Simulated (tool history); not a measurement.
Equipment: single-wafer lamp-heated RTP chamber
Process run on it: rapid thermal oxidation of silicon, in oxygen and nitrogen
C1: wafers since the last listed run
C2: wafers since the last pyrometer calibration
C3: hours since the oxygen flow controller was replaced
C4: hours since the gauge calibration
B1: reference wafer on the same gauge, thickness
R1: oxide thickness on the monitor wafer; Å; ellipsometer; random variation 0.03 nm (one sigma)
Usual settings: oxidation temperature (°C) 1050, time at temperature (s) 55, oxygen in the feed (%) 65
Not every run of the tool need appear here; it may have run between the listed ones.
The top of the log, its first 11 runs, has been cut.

At hour 700.2: gauge calibrated.
Run 12, hour 758.2: usual settings; C1 1091; C2 2552; C3 5044.3; C4 58; B1 6.649. Result: R1 65.12 Å.
Run 13, hour 815.7: usual settings; C1 842; C2 3394; C3 5101.8; C4 115.5; B1 6.639. Result: R1 66.2 Å.
Run 14, hour 871: usual settings; C1 809; C2 4204; C3 5157.1; C4 170.8; B1 6.654. Result: R1 65.85 Å.
Run 15, hour 927.3: usual settings but oxidation temperature (°C) 1060; C1 824; C2 5028; C3 5213.4; C4 227.1; B1 6.643. Result: R1 70.41 Å.
Run 16, hour 994.7: usual settings but oxidation temperature (°C) 1060; C1 987; C2 6015; C3 5280.8; C4 294.5; B1 6.651. Result: R1 70.15 Å.
Run 17, hour 1036.4: usual settings; C1 610; C2 6626; C3 5322.5; C4 336.2; B1 6.643. Result: R1 66.03 Å.
Run 18, hour 1133.2: usual settings but oxygen in the feed (%) 42; C1 1417; C2 8044; C3 5419.3; C4 433; B1 6.646. Result: R1 56.95 Å.
Run 19, hour 1177.2: usual settings but oxidation temperature (°C) 1031, oxygen in the feed (%) 43; C1 644; C2 8688; C3 5463.3; C4 477; B1 6.65. Result: R1 50.26 Å.
Run 20, hour 1225.1: usual settings; C1 701; C2 9390; C3 5511.2; C4 524.9; B1 6.652. Result: R1 66.56 Å.
At hour 1237.4: pyrometer window cleaned and pyrometer calibrated.
Run 21, hour 1301.8: usual settings but oxidation temperature (°C) 1066, oxygen in the feed (%) 80; C1 1006; C2 942; C3 5587.9; C4 601.6; B1 6.642. Result: R1 77.5 Å.
Run 22, hour 1388.6: usual settings but oxidation temperature (°C) 1078, time at temperature (s) 64, oxygen in the feed (%) 37; C1 1271; C2 2214; C3 5674.7; C4 688.4; B1 6.643. Result: R1 68.49 Å.
At hour 1528: oxygen flow controller replaced.
Run 23, hour 1566.4: usual settings but time at temperature (s) 82; C1 2486; C2 4700; C3 38.4; C4 866.2; B1 6.649. Result: R1 78.5 Å.
Run 24, hour 1615.1: usual settings but oxidation temperature (°C) 1027, oxygen in the feed (%) 88; C1 713; C2 5414; C3 87.1; C4 914.9; B1 6.65. Result: R1 62.93 Å.
Run 25, hour 1698.8: usual settings but oxidation temperature (°C) 1068, time at temperature (s) 77, oxygen in the feed (%) 80; C1 1225; C2 6639; C3 170.8; C4 998.6; B1 6.656. Result: R1 92.83 Å.
Run 26, hour 1787: usual settings but oxidation temperature (°C) 1036, time at temperature (s) 81, oxygen in the feed (%) 54; C1 1291; C2 7931; C3 259; C4 1086.8; B1 6.656. Result: R1 67.28 Å.
At hour 1809: pyrometer window cleaned and pyrometer calibrated.
Run 27, hour 1852.9: usual settings but oxidation temperature (°C) 1023, time at temperature (s) 72; C1 847; C2 643; C3 324.9; C4 1152.7; B1 6.65. Result: R1 60.23 Å.

Forecast run 28:
Run 28, hour 1992.7: usual settings but time at temperature (s) 79; C1 2047; C2 2690; C3 464.7; C4 1292.5; B1 ?. Result: R1 ?.

Run 28 yielded B1 6.652, R1 77.36 Å.
With no hidden state in the tool, this same run would have given R1 75.02 Å.
